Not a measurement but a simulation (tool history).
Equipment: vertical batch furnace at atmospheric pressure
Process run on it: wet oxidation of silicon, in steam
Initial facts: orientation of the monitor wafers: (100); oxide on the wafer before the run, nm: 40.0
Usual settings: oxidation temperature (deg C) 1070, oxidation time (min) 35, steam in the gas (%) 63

run     day  oxidation temperature (deg C)  oxidation time (min)  steam in the gas (%)  read-back reference wafer on the same gauge, thickness  oxide thickness on the monitor wafer (nm)
  1       0                           1070                    35                    63                                                  286.93                                     321.41
  2   3.354                           1070                    35                    63                                                  286.79                                     323.43
  3   5.029                           1070                    35                    63                                                  287.01                                     322.14
  4   8.267                           1070                    35                    63                                                  287.01                                     323.42
  5  11.854                           1070                    35                    63                                                  286.84                                     322.88
  6  13.929                           1070                    35                    63                                                  286.96                                     323.36
  7  15.712                           1070                    35                    63                                                  286.97                                      323.2
  8  18.538                           1070                    35                    63                                                   287.2                                     322.65
  9  20.796                           1070                    35                    63                                                  287.04                                     322.05
 10  23.504                           1070                    35                    63                                                  286.85                                     321.97
 11  25.092                           1070                    35                    63                                                  286.75                                     321.72
     25.292  -- gauge calibrated
 12  27.362                           1083                    35                    63                                                  286.93                                     345.39
 13  30.325                           1083                    35                    63                                                  286.96                                     345.09
 14  34.433                           1070                    35                    63                                                   287.1                                     322.89
     36.538  -- steam generator serviced
 15  37.004                           1070                  49.5                    68                                                  286.97                                     426.32
 16  39.204                           1070                    42                    67                                                   287.1                                     384.01
 17  46.921                           1089                    45                    69                                                  287.37                                      439.7
     48.533  -- thermocouples replaced and temperature profile calibrated
 18  50.767                           1078                    20                    75                                                  286.85                                     266.13
 19    53.6                           1054                    35                    59                                                   287.1                                      281.1
 20  56.454                           1070                    29                    68                                                  287.06                                     302.79
 21  59.575                           1070                    35                    70                                                  286.94                                     341.54
 22  61.312                           1052                    29                    63                                                  286.92                                     258.64
 23  62.962                           1070                    35                    63                                                  286.87                                     320.21
     67.383  -- gauge calibrated
 24   67.65                           1046                    35                    63                                                   286.9                                     280.73
 25  71.388                           1059                  49.5                    72                                                  286.71                                     401.69
 26  75.821                           1085                  24.5                    54                                                  286.97                                     257.71
 27  78.621                           1049                    35                    63                                                  286.73                                     286.41

Here are 4 independent what-if runs from the current tool condition. What would each one return?
  A  78.842                           1070                    35                    63                                                       ?                                          ?
  B  78.842                           1070                    35                    72                                                       ?                                          ?
  C  78.842                           1070                  29.5                    63                                                       ?                                          ?
  D  78.842                           1085                    35                    55                                                       ?                                          ?

run  read-back reference wafer on the same gauge, thickness  oxide thickness on the monitor wafer (nm)
  A                                                  287.23                                     323.97
  B                                                  287.23                                     350.54
  C                                                  287.23                                     292.71
  D                                                  287.23                                     322.27
What these runs would have given with no unlogged condition in the tool:
run  oxide thickness on the monitor wafer (nm)
  A                                     327.62
  B                                     354.58
  C                                     295.91
  D                                     326.28

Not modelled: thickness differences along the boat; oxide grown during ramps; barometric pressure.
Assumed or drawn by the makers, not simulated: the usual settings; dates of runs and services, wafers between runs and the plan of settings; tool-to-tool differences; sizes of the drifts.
